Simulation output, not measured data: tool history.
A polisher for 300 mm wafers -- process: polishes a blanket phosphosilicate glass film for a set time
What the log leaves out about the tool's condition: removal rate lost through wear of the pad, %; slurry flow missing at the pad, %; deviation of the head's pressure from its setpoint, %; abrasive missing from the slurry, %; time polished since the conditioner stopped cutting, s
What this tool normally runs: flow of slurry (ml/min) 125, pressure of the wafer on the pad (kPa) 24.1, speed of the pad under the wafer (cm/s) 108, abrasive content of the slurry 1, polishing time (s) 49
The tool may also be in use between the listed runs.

run	hour	flow of slurry (ml/min)	pressure of the wafer on the pad (kPa)	speed of the pad under the wafer (cm/s)	abrasive content of the slurry	polishing time (s)	wafers since the last listed run	wafers polished on this pad	hours since the slurry nozzle was cleaned	hours since the head pressure was calibrated	hours since the slurry blender was calibrated	hours since the conditioning disc was replaced	incoming thickness of the incoming film, nm	film removed (nm)
1	0	125	24.1	108	1	49	0	1662	443.9	326	364.5	412.8	3463.1	498.1
# hour 11.8: slurry nozzle cleaned
2	44.8	125	24.1	108	1	49	286	1948	33	370.8	409.3	457.6	3430.2	509.8
# hour 59.3: conditioning disc replaced and pad reconditioned
3	92.3	125	24.1	108	1	49	297	2245	80.5	418.3	456.8	33	3373.2	571.2
# hour 117: slurry blender recalibrated
# hour 124.8: worn pad replaced by a new one
4	158.3	125	24.1	108	1	49	391	218	146.5	484.3	41.3	99	3376.7	557.3
5	208.2	125	24.1	108	1	49	325	544	196.4	534.2	91.2	148.9	3479.1	557.9
6	296.5	125	24.1	108	1	49	576	1121	284.7	622.5	179.5	237.2	3480.8	532.9
7	356	125	24.1	108	1	49	388	1510	344.2	682	239	296.7	3455.1	526
# hour 381.7: head pressure recalibrated
# hour 427.2: slurry nozzle cleaned
8	427.7	125	24.1	108	1	49	448	1958	0.5	46	310.7	368.4	3427.3	516.3
# hour 447.4: conditioning disc replaced and pad reconditioned
9	523	125	24.1	108	1	49	609	2568	95.8	141.3	406	75.6	3387.8	564.7
10	566.2	135	24.1	108	1	49	282	2850	139	184.5	449.2	118.8	3366.8	576.6
# hour 610.7: worn pad replaced by a new one
# hour 627.6: slurry blender recalibrated
11	663.1	135	24.1	108	1	49	593	328	235.9	281.4	35.5	215.7	3491.3	547.3
12	708.5	125	24.1	108	1	49	296	625	281.3	326.8	80.9	261.1	3487.3	540.1
13	785.2	125	24.1	108	1	49	500	1126	358	403.5	157.6	337.8	3438.5	524.2
# hour 827.9: slurry nozzle cleaned
14	892.8	155	24.1	108	1	66	696	1822	64.9	511.1	265.2	445.4	3387.4	724.8
# hour 947.7: conditioning disc replaced and pad reconditioned
15	949.4	105	24.1	108	1	49	356	2179	121.5	567.7	321.8	1.7	3505.3	559.5
# hour 1079.7: head pressure recalibrated
# hour 1086.9: worn pad replaced by a new one
# hour 1087.9: slurry blender recalibrated
16	1223.6	85	24.1	108	1	49	1745	886	395.7	143.9	135.7	275.9	3422.8	497.7
# hour 1242.7: slurry nozzle cleaned
17	1317.6	125	20	92	1	49	607	1493	74.9	237.9	229.7	369.9	3408.2	411.6
# hour 1358.7: conditioning disc replaced and pad reconditioned
18	1405.3	125	24.1	108	1	49	559	2053	162.6	325.6	317.4	46.6	3412	589.7
# hour 1499.9: slurry blender recalibrated
19	1502.8	125	24.1	108	1	49	623	2677	260.1	423.1	2.9	144.1	3452.9	567.7
# hour 1511.4: worn pad replaced by a new one
20	1562.3	125	24.1	108	1	49	362	332	319.6	482.6	62.4	203.6	3487.3	550.2
21	1651.4	125	24.1	108	1.1	38	581	914	408.7	571.7	151.5	292.7	3394.8	432.5
# hour 1719.3: slurry nozzle cleaned
22	1749.7	125	29.6	108	1	65	635	1550	30.4	670	249.8	391	3387.6	789.4
# hour 1770.5: head pressure recalibrated
# hour 1850.6: conditioning disc replaced and pad reconditioned
# hour 1923.3: worn pad replaced by a new one
# hour 1963.5: slurry blender recalibrated
23	1998.3	125	24.1	108	1	49	1558	476	279	227.8	34.8	147.7	3408.8	552.5
24	2061.8	100	24.1	108	1	49	414	891	342.5	291.3	98.3	211.2	3380.8	518.8
25	2151.6	125	24.1	108	1	49	586	1478	432.3	381.1	188.1	301	3386.6	525.3
# hour 2184.8: slurry nozzle cleaned
26	2226.9	145	18.6	134	1	49	485	1963	42.1	456.4	263.4	376.3	3397.1	511.9

What if the next run were any one of these 3? Each begins from the tool's condition after run 26:
A	2227.3	125	24.1	108	1.1	49	2	1965	42.5	456.8	263.8	376.7	3439	?
B	2227.3	85	24.1	118	1.25	49	2	1965	42.5	456.8	263.8	376.7	3439	?
C	2227.3	125	24.1	134	1.25	49	2	1965	42.5	456.8	263.8	376.7	3439	?

run	film removed (nm)
A	534
B	548.7
C	646.1
With no hidden state in the tool, these same runs would have given:
run	film removed (nm)
A	613.4
B	636.8
C	761.6
